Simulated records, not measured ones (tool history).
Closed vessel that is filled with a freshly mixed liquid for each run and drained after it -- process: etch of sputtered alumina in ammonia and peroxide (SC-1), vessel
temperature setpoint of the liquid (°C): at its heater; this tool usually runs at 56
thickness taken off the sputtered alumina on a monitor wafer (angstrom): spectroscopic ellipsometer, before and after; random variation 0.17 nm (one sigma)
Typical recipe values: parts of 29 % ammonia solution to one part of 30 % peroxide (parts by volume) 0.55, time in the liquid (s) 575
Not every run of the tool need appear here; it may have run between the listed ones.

run,hour,temperature setpoint of the liquid (°C),parts of 29 % ammonia solution to one part of 30 % peroxide (parts by volume),time in the liquid (s),"read-back film thickness of the sputtered alumina reference wafer, read on the same gauge (nm)",thickness taken off the sputtered alumina on a monitor wafer (angstrom)
1,0,56,0.55,575,29.84,407.7
2,12.1,56,0.55,575,29.87,408.3
3,44.8,56,0.55,575,29.83,406.8
4,78.4,58,0.55,575,29.77,448
5,105.1,56,0.55,575,29.75,402.6
6,121.8,56,0.55,575,29.75,404.3
# hour 142.8: thermometer replaced
7,155.2,56,0.55,575,29.68,402.1
8,177.6,56,0.55,575,29.67,403.3
9,200.4,56,0.55,575,29.63,404.7
10,232.4,56,0.55,575,29.63,403.3
11,257.8,48.5,0.7,575,29.56,274.3

For run 12, what comes out?
# hour 273.3: ammonia flow meter replaced
# hour 289.8: new drum of ammonia solution connected
12,290.3,48,0.55,480,?,?

{"run 12": {"read-back film thickness of the sputtered alumina reference wafer, read on the same gauge (nm)": 29.53, "thickness taken off the sputtered alumina on a monitor wafer (angstrom)": 216.7}}
Were there no unlogged condition in the tool, this run, its random variation unchanged, would have produced thickness taken off the sputtered alumina on a monitor wafer (angstrom) 220.2.

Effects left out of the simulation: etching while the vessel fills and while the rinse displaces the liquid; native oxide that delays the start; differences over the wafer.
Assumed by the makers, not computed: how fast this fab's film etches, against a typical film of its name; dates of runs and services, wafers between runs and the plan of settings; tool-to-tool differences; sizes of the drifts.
